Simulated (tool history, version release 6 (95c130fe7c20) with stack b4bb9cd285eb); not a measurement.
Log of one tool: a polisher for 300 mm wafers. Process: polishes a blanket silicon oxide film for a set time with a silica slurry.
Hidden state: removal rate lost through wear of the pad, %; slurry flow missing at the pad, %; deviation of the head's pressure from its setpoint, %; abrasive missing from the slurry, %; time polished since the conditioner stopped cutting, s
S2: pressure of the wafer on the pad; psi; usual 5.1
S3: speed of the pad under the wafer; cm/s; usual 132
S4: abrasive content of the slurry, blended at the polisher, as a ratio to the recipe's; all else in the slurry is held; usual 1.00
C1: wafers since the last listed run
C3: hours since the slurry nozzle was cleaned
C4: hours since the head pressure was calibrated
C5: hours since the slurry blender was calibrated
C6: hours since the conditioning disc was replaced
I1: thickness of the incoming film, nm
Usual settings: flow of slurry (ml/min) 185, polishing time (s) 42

{"run": 1, "hour": 0.0, "flow of slurry (ml/min)": 185, "S2": 5.1, "S3": 132, "S4": 1.0, "polishing time (s)": 42, "C1": 0, "wafers polished on this pad": 676, "C3": 768.5, "C4": 263.3, "C5": 148.1, "C6": 285.7, "I1": 808.9, "film removed (nm)": 188.3}
{"run": 2, "hour": 9.9, "flow of slurry (ml/min)": 185, "S2": 6.5, "S3": 132, "S4": 1.0, "polishing time (s)": 42, "C1": 98, "wafers polished on this pad": 775, "C3": 778.4, "C4": 273.2, "C5": 158.0, "C6": 295.6, "I1": 807.3, "film removed (nm)": 243.3}
{"hour": 26.7, "done": "worn pad replaced by a new one"}
{"run": 3, "hour": 27.2, "flow of slurry (ml/min)": 185, "S2": 6.5, "S3": 132, "S4": 1.0, "polishing time (s)": 42, "C1": 132, "wafers polished on this pad": 5, "C3": 795.7, "C4": 290.5, "C5": 175.3, "C6": 312.9, "I1": 810.8, "film removed (nm)": 240.5}
{"run": 4, "hour": 31.9, "flow of slurry (ml/min)": 230, "S2": 5.1, "S3": 132, "S4": 1.0, "polishing time (s)": 48, "C1": 46, "wafers polished on this pad": 52, "C3": 800.4, "C4": 295.2, "C5": 180.0, "C6": 317.6, "I1": 810.1, "film removed (nm)": 222.9}
{"run": 5, "hour": 41.7, "flow of slurry (ml/min)": 185, "S2": 5.1, "S3": 132, "S4": 1.0, "polishing time (s)": 42, "C1": 97, "wafers polished on this pad": 150, "C3": 810.2, "C4": 305.0, "C5": 189.8, "C6": 327.4, "I1": 810.3, "film removed (nm)": 191.6}
{"hour": 48.2, "done": "conditioning disc replaced and pad reconditioned"}
{"run": 6, "hour": 51.0, "flow of slurry (ml/min)": 185, "S2": 5.1, "S3": 132, "S4": 1.0, "polishing time (s)": 42, "C1": 72, "wafers polished on this pad": 223, "C3": 819.5, "C4": 314.3, "C5": 199.1, "C6": 2.8, "I1": 798.8, "film removed (nm)": 189.0}
{"hour": 55.8, "done": "head pressure recalibrated"}
{"hour": 67.9, "done": "slurry blender recalibrated"}
{"run": 7, "hour": 68.4, "flow of slurry (ml/min)": 165, "S2": 5.1, "S3": 132, "S4": 1.0, "polishing time (s)": 49, "C1": 133, "wafers polished on this pad": 357, "C3": 836.9, "C4": 12.6, "C5": 0.5, "C6": 20.2, "I1": 806.0, "film removed (nm)": 227.0}
{"run": 8, "hour": 73.8, "flow of slurry (ml/min)": 165, "S2": 5.1, "S3": 132, "S4": 1.0, "polishing time (s)": 49, "C1": 53, "wafers polished on this pad": 411, "C3": 842.3, "C4": 18.0, "C5": 5.9, "C6": 25.6, "I1": 804.4, "film removed (nm)": 226.5}
{"run": 9, "hour": 82.9, "flow of slurry (ml/min)": 185, "S2": 5.1, "S3": 132, "S4": 1.0, "polishing time (s)": 34, "C1": 90, "wafers polished on this pad": 502, "C3": 851.4, "C4": 27.1, "C5": 15.0, "C6": 34.7, "I1": 789.3, "film removed (nm)": 161.0}
{"run": 10, "hour": 90.1, "flow of slurry (ml/min)": 185, "S2": 5.1, "S3": 132, "S4": 1.0, "polishing time (s)": 56, "C1": 71, "wafers polished on this pad": 574, "C3": 858.6, "C4": 34.3, "C5": 22.2, "C6": 41.9, "I1": 792.6, "film removed (nm)": 264.9}
{"run": 11, "hour": 101.7, "flow of slurry (ml/min)": 185, "S2": 5.1, "S3": 152, "S4": 1.0, "polishing time (s)": 42, "C1": 115, "wafers polished on this pad": 689, "C3": 870.2, "C4": 45.9, "C5": 33.8, "C6": 53.5, "I1": 788.6, "film removed (nm)": 218.4}
{"hour": 112.2, "done": "head pressure recalibrated, repeated, since the last time left the tool worse"}
{"run": 12, "hour": 119.5, "flow of slurry (ml/min)": 185, "S2": 5.1, "S3": 132, "S4": 1.0, "polishing time (s)": 42, "C1": 157, "wafers polished on this pad": 847, "C3": 888.0, "C4": 7.3, "C5": 51.6, "C6": 71.3, "I1": 796.1, "film removed (nm)": 181.2}
{"hour": 126.8, "done": "worn pad replaced by a new one"}
{"run": 13, "hour": 131.9, "flow of slurry (ml/min)": 185, "S2": 5.1, "S3": 132, "S4": 1.0, "polishing time (s)": 42, "C1": 83, "wafers polished on this pad": 50, "C3": 900.4, "C4": 19.7, "C5": 64.0, "C6": 83.7, "I1": 805.6, "film removed (nm)": 178.0}
{"hour": 138.8, "done": "slurry nozzle cleaned"}
{"run": 14, "hour": 139.3, "flow of slurry (ml/min)": 185, "S2": 5.1, "S3": 132, "S4": 1.2, "polishing time (s)": 42, "C1": 63, "wafers polished on this pad": 114, "C3": 0.5, "C4": 27.1, "C5": 71.4, "C6": 91.1, "I1": 796.8, "film removed (nm)": 193.5}
{"run": 15, "hour": 151.9, "flow of slurry (ml/min)": 200, "S2": 5.7, "S3": 146, "S4": 1.2, "polishing time (s)": 42, "C1": 125, "wafers polished on this pad": 240, "C3": 13.1, "C4": 39.7, "C5": 84.0, "C6": 103.7, "I1": 787.1, "film removed (nm)": 234.7}
{"run": 16, "hour": 203.6, "flow of slurry (ml/min)": 200, "S2": 5.1, "S3": 132, "S4": 1.0, "polishing time (s)": 51, "C1": 516, "wafers polished on this pad": 757, "C3": 64.8, "C4": 91.4, "C5": 135.7, "C6": 155.4, "I1": 793.8, "film removed (nm)": 219.9}
{"run": 17, "hour": 211.4, "flow of slurry (ml/min)": 185, "S2": 5.1, "S3": 132, "S4": 1.0, "polishing time (s)": 42, "C1": 77, "wafers polished on this pad": 835, "C3": 72.6, "C4": 99.2, "C5": 143.5, "C6": 163.2, "I1": 804.3, "film removed (nm)": 182.4}
{"hour": 223.9, "done": "worn pad replaced by a new one"}
{"run": 18, "hour": 227.7, "flow of slurry (ml/min)": 240, "S2": 4.5, "S3": 132, "S4": 1.25, "polishing time (s)": 42, "C1": 122, "wafers polished on this pad": 37, "C3": 88.9, "C4": 115.5, "C5": 159.8, "C6": 179.5, "I1": 801.3, "film removed (nm)": 177.4}
{"run": 19, "hour": 245.7, "flow of slurry (ml/min)": 185, "S2": 5.1, "S3": 150, "S4": 0.8, "polishing time (s)": 42, "C1": 179, "wafers polished on this pad": 217, "C3": 106.9, "C4": 133.5, "C5": 177.8, "C6": 197.5, "I1": 804.0, "film removed (nm)": 186.2}
{"run": 20, "hour": 252.4, "flow of slurry (ml/min)": 185, "S2": 5.1, "S3": 132, "S4": 1.0, "polishing time (s)": 34, "C1": 66, "wafers polished on this pad": 284, "C3": 113.6, "C4": 140.2, "C5": 184.5, "C6": 204.2, "I1": 796.2, "film removed (nm)": 146.9}
{"run": 21, "hour": 259.5, "flow of slurry (ml/min)": 185, "S2": 6.8, "S3": 160, "S4": 1.1, "polishing time (s)": 42, "C1": 70, "wafers polished on this pad": 355, "C3": 120.7, "C4": 147.3, "C5": 191.6, "C6": 211.3, "I1": 803.5, "film removed (nm)": 294.0}
{"run": 22, "hour": 266.4, "flow of slurry (ml/min)": 140, "S2": 5.1, "S3": 132, "S4": 1.0, "polishing time (s)": 42, "C1": 68, "wafers polished on this pad": 424, "C3": 127.6, "C4": 154.2, "C5": 198.5, "C6": 218.2, "I1": 814.8, "film removed (nm)": 175.1}
{"run": 23, "hour": 273.6, "flow of slurry (ml/min)": 185, "S2": 3.9, "S3": 170, "S4": 1.0, "polishing time (s)": 42, "C1": 71, "wafers polished on this pad": 496, "C3": 134.8, "C4": 161.4, "C5": 205.7, "C6": 225.4, "I1": 794.7, "film removed (nm)": 171.3}
{"hour": 287.3, "done": "slurry blender recalibrated"}
{"run": 24, "hour": 291.2, "flow of slurry (ml/min)": 185, "S2": 5.1, "S3": 132, "S4": 1.0, "polishing time (s)": 42, "C1": 155, "wafers polished on this pad": 652, "C3": 152.4, "C4": 179.0, "C5": 3.9, "C6": 243.0, "I1": 799.8, "film removed (nm)": 183.1}
{"run": 25, "hour": 304.5, "flow of slurry (ml/min)": 185, "S2": 5.1, "S3": 162, "S4": 1.0, "polishing time (s)": 29, "C1": 132, "wafers polished on this pad": 785, "C3": 165.7, "C4": 192.3, "C5": 17.2, "C6": 256.3, "I1": 808.6, "film removed (nm)": 153.2}
{"run": 26, "hour": 311.4, "flow of slurry (ml/min)": 185, "S2": 6.3, "S3": 108, "S4": 1.25, "polishing time (s)": 42, "C1": 68, "wafers polished on this pad": 854, "C3": 172.6, "C4": 199.2, "C5": 24.1, "C6": 263.2, "I1": 785.4, "film removed (nm)": 210.0}
{"hour": 318.0, "done": "worn pad replaced by a new one"}
{"run": 27, "hour": 323.9, "flow of slurry (ml/min)": 160, "S2": 5.1, "S3": 132, "S4": 0.85, "polishing time (s)": 42, "C1": 84, "wafers polished on this pad": 59, "C3": 185.1, "C4": 211.7, "C5": 36.6, "C6": 275.7, "I1": 790.2, "film removed (nm)": 170.1}

Some steps in film removed (nm) between neighbouring runs. How much of each would the tool show without its hidden state too (settings, what came in, random variation), and how much is left for the hidden state, with any gauge scatter that isn't in both results?
Run 6 -> 7: flow of slurry (ml/min) 185 -> 165, polishing time (s) 42 -> 49, head pressure recalibrated, slurry blender recalibrated. film removed (nm) +38.0: hidden state +10.0, all else +28.0.
Run 11 -> 12: S3 152 -> 132, head pressure recalibrated, repeated, since the last time left the tool worse. film removed (nm) -37.2: hidden state -20.6, all else -16.6.
Run 20 -> 21: S2 5.1 -> 6.8, S3 132 -> 160, S4 1.00 -> 1.10, polishing time (s) 34 -> 42. film removed (nm) +147.1: hidden state +1.9, all else +145.2.
Run 21 -> 22: flow of slurry (ml/min) 185 -> 140, S2 6.8 -> 5.1, S3 160 -> 132, S4 1.10 -> 1.00. film removed (nm) -118.9: hidden state -1.2, all else -117.7.
